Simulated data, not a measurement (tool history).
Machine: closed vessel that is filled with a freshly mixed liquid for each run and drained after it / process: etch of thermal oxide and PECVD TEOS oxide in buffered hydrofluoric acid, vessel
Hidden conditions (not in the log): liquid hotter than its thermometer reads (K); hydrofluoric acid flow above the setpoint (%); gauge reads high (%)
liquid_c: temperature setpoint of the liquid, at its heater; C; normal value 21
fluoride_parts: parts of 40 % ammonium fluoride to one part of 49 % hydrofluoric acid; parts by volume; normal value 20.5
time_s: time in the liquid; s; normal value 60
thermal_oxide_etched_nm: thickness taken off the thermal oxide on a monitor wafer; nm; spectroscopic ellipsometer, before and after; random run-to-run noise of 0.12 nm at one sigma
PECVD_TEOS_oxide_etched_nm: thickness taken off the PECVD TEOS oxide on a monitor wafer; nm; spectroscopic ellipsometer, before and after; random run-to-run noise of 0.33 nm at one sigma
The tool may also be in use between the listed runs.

run	hour	liquid_c	fluoride_parts	time_s	wafers since the last listed run	hours since the thermometer was replaced	hours since the hydrofluoric acid flow meter was replaced	hours since the gauge calibration	read-back film thickness of the thermal oxide reference wafer, read on the same gauge (nm)	read-back film thickness of the PECVD TEOS oxide reference wafer, read on the same gauge (nm)	thermal_oxide_etched_nm	PECVD_TEOS_oxide_etched_nm
1	0	21	20.5	60	0	881.2	49.7	751.6	40.16	120.39	30.5	47.41
2	44.2	21	20.5	60	5445	925.4	93.9	795.8	40.19	120.46	30.7	47.36
3	91.8	21	20.5	60	5863	973	141.5	843.4	40.22	120.65	30.75	47.37
4	143.4	21	20.5	60	6356	1024.6	193.1	895	40.26	120.74	30.8	46.79
5	169.2	18	23.5	60	3178	1050.4	218.9	920.8	40.29	120.75	23.71	36.24
6	195.1	21	20.5	60	3190	1076.3	244.8	946.7	40.28	120.89	30.66	47.22
7	244.3	21	20.5	60	6061	1125.5	294	995.9	40.34	121.02	31.09	48.09
8	276	17	17	60	3905	1157.2	325.7	1027.6	40.33	121.13	29.36	44.87
9	329.6	23.5	13	75	6603	1210.8	379.3	1081.2	40.4	121.21	69.14	106.79
10	376.6	19	12.5	60	5790	1257.8	426.3	1128.2	40.44	121.41	44.89	67.81
11	431	17.5	20.5	60	6701	1312.2	480.7	1182.6	40.52	121.63	25.61	39.23
12	491.7	21	20.5	60	7477	1372.9	541.4	1243.3	40.61	121.81	31.01	47.38
13	518	17	24	35	3239	1399.2	567.7	1269.6	40.67	121.91	12.98	19.91
14	562.9	21	17.5	60	5531	1444.1	612.6	1314.5	40.7	122.03	36.09	55.08
15	611.3	21	20.5	60	5962	1492.5	661	1362.9	40.75	122.23	31.2	47.59
# hour 641.2: gauge calibrated
16	683	19.5	23	30	8832	1564.2	732.7	41.8	40	119.96	13	19.95
17	719.6	24	20.5	60	4508	1600.8	769.3	78.4	40	119.93	36.24	56.14
# hour 740.4: thermometer replaced
18	756.1	19.5	23	30	4373	15.7	805.8	114.9	40.02	119.97	12.95	19.69
19	824.7	17	13	60	8450	84.3	874.4	183.5	40.02	119.99	37.99	58.17
20	856.9	17	13	60	3966	116.5	906.6	215.7	39.98	120.02	38.14	58.4
21	899.9	21	20.5	80	5297	159.5	949.6	258.7	40.06	120.03	40.89	62.41
22	938.9	21	20.5	30	4804	198.5	988.6	297.7	39.97	120.06	15.32	23.29
23	1006.7	17	13	60	8352	266.3	1056.4	365.5	40.02	120.12	38.3	58.14
24	1034.2	19	17	80	3387	293.8	1083.9	393	40.02	120.14	43.55	66.31
25	1095	21	20.5	60	7490	354.6	1144.7	453.8	40.07	120.22	30.63	46.85
26	1247.4	23.5	22.5	60	18774	507	1297.1	606.2	40.16	120.44	33.03	50.64
27	1335.5	21	20.5	60	10853	595.1	1385.2	694.3	40.21	120.62	31.02	47.37

Entry by entry between the runs, the difference in hidden state between the last listed run before and the first listed run after:
Between runs 15 and 16: gauge calibrated (hour 641.2)
  gauge reads high (%): 1.87 -> -0.0581
  difference, measured minus the result without the unlogged condition, thermal_oxide_etched_nm: +0.57 -> -0.01 nm; PECVD_TEOS_oxide_etched_nm: +0.87 -> -0.01 nm
Between runs 17 and 18: thermometer replaced (hour 740.4)
  gauge reads high (%): -0.0529 -> -0.0446
  difference, measured minus the result without the unlogged condition, thermal_oxide_etched_nm: -0.02 -> +0 nm; PECVD_TEOS_oxide_etched_nm: -0.03 -> -0.01 nm

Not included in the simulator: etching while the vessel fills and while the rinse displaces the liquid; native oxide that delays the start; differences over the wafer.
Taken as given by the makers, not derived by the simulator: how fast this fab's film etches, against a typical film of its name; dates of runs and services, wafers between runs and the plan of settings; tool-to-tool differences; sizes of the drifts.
